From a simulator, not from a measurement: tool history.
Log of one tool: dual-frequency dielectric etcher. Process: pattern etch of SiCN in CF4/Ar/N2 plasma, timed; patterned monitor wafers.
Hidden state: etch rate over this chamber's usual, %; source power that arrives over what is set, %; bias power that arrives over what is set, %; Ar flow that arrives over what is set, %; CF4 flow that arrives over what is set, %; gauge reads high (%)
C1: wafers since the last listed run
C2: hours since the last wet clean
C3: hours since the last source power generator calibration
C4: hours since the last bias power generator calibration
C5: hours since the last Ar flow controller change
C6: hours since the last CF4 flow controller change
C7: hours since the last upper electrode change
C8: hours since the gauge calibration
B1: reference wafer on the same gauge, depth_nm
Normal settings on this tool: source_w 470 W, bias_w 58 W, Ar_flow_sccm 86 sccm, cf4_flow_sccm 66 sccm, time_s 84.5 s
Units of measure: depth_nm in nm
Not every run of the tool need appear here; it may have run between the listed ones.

Run 1, hour 0.0: usual settings but source_w 530 W; C1 0; C2 163.6; C3 4122.7; C4 3541.0; C5 6145.1; C6 711.0; C7 1651.6; C8 135.3; B1 60.7. Result: depth_nm 74.0 nm.
Run 2, hour 79.6: usual settings but source_w 530 W; C1 942; C2 243.2; C3 4202.3; C4 3620.6; C5 6224.7; C6 790.6; C7 1731.2; C8 214.9; B1 60.7. Result: depth_nm 73.6 nm.
Run 3, hour 120.2: usual settings but source_w 530 W; C1 480; C2 283.8; C3 4242.9; C4 3661.2; C5 6265.3; C6 831.2; C7 1771.8; C8 255.5; B1 60.7. Result: depth_nm 73.9 nm.
At hour 175.6: wet clean of the chamber.
Run 4, hour 223.8: usual settings but bias_w 48 W; C1 942; C2 48.2; C3 4346.5; C4 3764.8; C5 6368.9; C6 934.8; C7 1875.4; C8 359.1; B1 60.7. Result: depth_nm 61.0 nm.
Run 5, hour 278.1: usual settings but bias_w 48 W; C1 643; C2 102.5; C3 4400.8; C4 3819.1; C5 6423.2; C6 989.1; C7 1929.7; C8 413.4; B1 60.7. Result: depth_nm 60.8 nm.
Run 6, hour 352.3: usual settings; C1 878; C2 176.7; C3 4475.0; C4 3893.3; C5 6497.4; C6 1063.3; C7 2003.9; C8 487.6; B1 60.7. Result: depth_nm 64.3 nm.
Run 7, hour 398.5: usual settings but Ar_flow_sccm 79 sccm; C1 547; C2 222.9; C3 4521.2; C4 3939.5; C5 6543.6; C6 1109.5; C7 2050.1; C8 533.8; B1 60.7. Result: depth_nm 65.0 nm.
Run 8, hour 483.4: usual settings but Ar_flow_sccm 79 sccm; C1 1005; C2 307.8; C3 4606.1; C4 4024.4; C5 6628.5; C6 1194.4; C7 2135.0; C8 618.7; B1 60.6. Result: depth_nm 64.7 nm.
At hour 498.0: Ar flow controller replaced.
At hour 544.1: wet clean of the chamber.
At hour 578.5: bias power generator calibrated.
Run 9, hour 579.0: usual settings but Ar_flow_sccm 79 sccm; C1 729; C2 34.9; C3 4701.7; C4 0.5; C5 81.0; C6 1290.0; C7 2230.6; C8 714.3; B1 60.8. Result: depth_nm 64.3 nm.
Run 10, hour 622.9: usual settings but Ar_flow_sccm 76 sccm; C1 520; C2 78.8; C3 4745.6; C4 44.4; C5 124.9; C6 1333.9; C7 2274.5; C8 758.2; B1 60.7. Result: depth_nm 65.0 nm.
Run 11, hour 711.9: usual settings but Ar_flow_sccm 76 sccm; C1 1054; C2 167.8; C3 4834.6; C4 133.4; C5 213.9; C6 1422.9; C7 2363.5; C8 847.2; B1 60.7. Result: depth_nm 64.5 nm.
Run 12, hour 808.2: usual settings but source_w 540 W, bias_w 49 W, Ar_flow_sccm 100 sccm; C1 1140; C2 264.1; C3 4930.9; C4 229.7; C5 310.2; C6 1519.2; C7 2459.8; C8 943.5; B1 60.7. Result: depth_nm 67.6 nm.
At hour 900.6: wet clean of the chamber.
Run 13, hour 901.1: usual settings but source_w 410 W, cf4_flow_sccm 73 sccm, time_s 59.5 s; C1 816; C2 0.5; C3 5023.8; C4 322.6; C5 403.1; C6 1612.1; C7 2552.7; C8 1036.4; B1 60.7. Result: depth_nm 39.1 nm.
Run 14, hour 945.0: usual settings but Ar_flow_sccm 75 sccm; C1 520; C2 44.4; C3 5067.7; C4 366.5; C5 447.0; C6 1656.0; C7 2596.6; C8 1080.3; B1 60.7. Result: depth_nm 64.1 nm.
Run 15, hour 1022.0: usual settings but bias_w 48 W, time_s 109.5 s; C1 912; C2 121.4; C3 5144.7; C4 443.5; C5 524.0; C6 1733.0; C7 2673.6; C8 1157.3; B1 60.7. Result: depth_nm 76.2 nm.
Run 16, hour 1118.2: usual settings; C1 1139; C2 217.6; C3 5240.9; C4 539.7; C5 620.2; C6 1829.2; C7 2769.8; C8 1253.5; B1 60.6. Result: depth_nm 62.0 nm.
At hour 1144.6: gauge calibrated.
At hour 1157.8: source power generator calibrated.
At hour 1203.6: CF4 flow controller replaced.
At hour 1208.9: upper electrode replaced.
Run 17, hour 1209.4: usual settings but bias_w 53 W, Ar_flow_sccm 70 sccm; C1 898; C2 308.8; C3 51.6; C4 630.9; C5 711.4; C6 5.8; C7 0.5; C8 64.8; B1 60.8. Result: depth_nm 68.1 nm.
At hour 1254.9: wet clean of the chamber.
Run 18, hour 1288.0: usual settings but source_w 400 W, bias_w 51 W, Ar_flow_sccm 106 sccm, time_s 65.0 s; C1 646; C2 33.1; C3 130.2; C4 709.5; C5 790.0; C6 84.4; C7 79.1; C8 143.4; B1 60.7. Result: depth_nm 40.6 nm.
Run 19, hour 1351.8: usual settings but bias_w 46 W, Ar_flow_sccm 75 sccm, cf4_flow_sccm 61 sccm; C1 755; C2 96.9; C3 194.0; C4 773.3; C5 853.8; C6 148.2; C7 142.9; C8 207.2; B1 60.6. Result: depth_nm 63.5 nm.
Run 20, hour 1410.9: usual settings but bias_w 52 W, Ar_flow_sccm 70 sccm, cf4_flow_sccm 55 sccm, time_s 109.0 s; C1 700; C2 156.0; C3 253.1; C4 832.4; C5 912.9; C6 207.3; C7 202.0; C8 266.3; B1 60.7. Result: depth_nm 84.4 nm.
Run 21, hour 1488.7: usual settings; C1 921; C2 233.8; C3 330.9; C4 910.2; C5 990.7; C6 285.1; C7 279.8; C8 344.1; B1 60.7. Result: depth_nm 68.0 nm.
Run 22, hour 1579.7: usual settings but source_w 410 W, Ar_flow_sccm 77 sccm, time_s 102.5 s; C1 1077; C2 324.8; C3 421.9; C4 1001.2; C5 1081.7; C6 376.1; C7 370.8; C8 435.1; B1 60.8. Result: depth_nm 72.2 nm.

Measured result minus the same run's result without the hidden state. Both carry the same run-to-run variation, though not necessarily the same gauge scatter:
run  depth_nm
  1      -3.7
  2      -3.9
  3      -4.0
  4      -3.5
  5      -3.7
  6      -3.9
  7      -4.1
  8      -4.4
  9      -4.6
 10      -4.7
 11      -4.9
 12      -5.6
 13      -3.4
 14      -5.5
 15      -7.1
 16      -6.0
 17      -0.3
 18      -0.2
 19      -0.3
 20      -0.5
 21      -0.4
 22      -0.4
